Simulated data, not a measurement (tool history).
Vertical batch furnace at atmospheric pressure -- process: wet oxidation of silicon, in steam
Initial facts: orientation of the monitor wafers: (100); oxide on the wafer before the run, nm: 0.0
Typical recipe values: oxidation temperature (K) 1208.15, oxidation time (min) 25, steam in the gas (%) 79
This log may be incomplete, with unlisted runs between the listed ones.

| run | day | oxidation temperature (K) | oxidation time (min) | steam in the gas (%) | wafers since the last listed run | hours since the last temperature calibration | hours since the steam generator was serviced | hours since the gauge calibration | read-back reference wafer on the same gauge, thickness | oxide thickness on the monitor wafer (angstrom) |
|---|---|---|---|---|---|---|---|---|---|---|
| 1 | 0 | 1208.15 | 25 | 79 | 0 | 3998.8 | 1141.6 | 208 | 88.66 | 778.7 |
| 2 | 0.525 | 1208.15 | 25 | 79 | 200 | 4011.4 | 1154.2 | 220.6 | 88.61 | 775.9 |
| 3 | 1.808 | 1208.15 | 25 | 79 | 489 | 4042.2 | 1185 | 251.4 | 88.62 | 776.4 |
| 4 | 2.504 | 1208.15 | 25 | 79 | 265 | 4058.9 | 1201.7 | 268.1 | 88.56 | 775.2 |
| 5 | 3.196 | 1208.15 | 25 | 79 | 263 | 4075.5 | 1218.3 | 284.7 | 88.62 | 774 |
| 6 | 3.783 | 1208.15 | 25 | 79 | 224 | 4089.6 | 1232.4 | 298.8 | 88.72 | 769 |
| 7 | 4.329 | 1208.15 | 25 | 79 | 208 | 4102.7 | 1245.5 | 311.9 | 88.49 | 770.6 |
| 8 | 4.817 | 1208.15 | 25 | 79 | 186 | 4114.4 | 1257.2 | 323.6 | 88.6 | 775.2 |
|  | 4.883 | gauge calibrated |
| 9 | 5.479 | 1208.15 | 25 | 79 | 252 | 4130.3 | 1273.1 | 14.3 | 88.58 | 773.2 |
|  | 6.85 | thermocouples replaced and temperature profile calibrated |
| 10 | 6.871 | 1208.15 | 25 | 79 | 149 | 0.5 | 1306.5 | 47.7 | 88.58 | 770 |
| 11 | 7.033 | 1200.15 | 25 | 79 | 62 | 4.4 | 1310.4 | 51.6 | 88.6 | 694.5 |
|  | 8.862 | steam generator serviced |
| 12 | 8.883 | 1208.15 | 29.5 | 79 | 324 | 48.8 | 0.5 | 96 | 88.64 | 964.6 |
| 13 | 9.046 | 1208.15 | 25 | 79 | 62 | 52.7 | 4.4 | 99.9 | 88.58 | 838.2 |
| 14 | 9.558 | 1208.15 | 34 | 91 | 195 | 65 | 16.7 | 112.2 | 88.55 | 1249.9 |
| 15 | 10.192 | 1185.15 | 25 | 71 | 241 | 80.2 | 31.9 | 127.4 | 88.68 | 564.9 |
| 16 | 10.6 | 1208.15 | 25 | 83 | 155 | 90 | 41.7 | 137.2 | 88.63 | 867.6 |
| 17 | 11.088 | 1208.15 | 25 | 83 | 186 | 101.7 | 53.4 | 148.9 | 88.63 | 880.4 |
| 18 | 12.008 | 1208.15 | 25 | 86 | 351 | 123.8 | 75.5 | 171 | 88.56 | 899.8 |
| 19 | 12.508 | 1208.15 | 25 | 79 | 190 | 135.8 | 87.5 | 183 | 88.54 | 827.8 |
| 20 | 12.867 | 1185.15 | 25 | 71 | 136 | 144.4 | 96.1 | 191.6 | 88.58 | 562 |

For some of the steps in oxide thickness on the monitor wafer (angstrom) from one run to the next: how much would appear even if the tool had no hidden state, given the settings, what came in and random variation, and how much remains for the hidden state plus any gauge scatter that the measured result and the result without hidden state don't share?
Unlogged tool condition in this case: true tube temperature minus thermocouple reading, K; steam share off its setpoint, % of the setpoint; gauge reads high (%).
Run 10 -> 11: oxidation temperature (K) 1208.15 -> 1200.15. oxide thickness on the monitor wafer (angstrom) -75.5: hidden state +5.8, all else -81.3.
Run 11 -> 12: oxidation temperature (K) 1200.15 -> 1208.15, oxidation time (min) 25 -> 29.5, steam generator serviced. oxide thickness on the monitor wafer (angstrom) +270.1: hidden state +61.4, all else +208.7.
Run 13 -> 14: oxidation time (min) 25 -> 34, steam in the gas (%) 79 -> 91. oxide thickness on the monitor wafer (angstrom) +411.7: hidden state -1.4, all else +413.1.
Run 14 -> 15: oxidation temperature (K) 1208.15 -> 1185.15, oxidation time (min) 34 -> 25, steam in the gas (%) 91 -> 71. oxide thickness on the monitor wafer (angstrom) -685: hidden state +0.9, all else -685.9.

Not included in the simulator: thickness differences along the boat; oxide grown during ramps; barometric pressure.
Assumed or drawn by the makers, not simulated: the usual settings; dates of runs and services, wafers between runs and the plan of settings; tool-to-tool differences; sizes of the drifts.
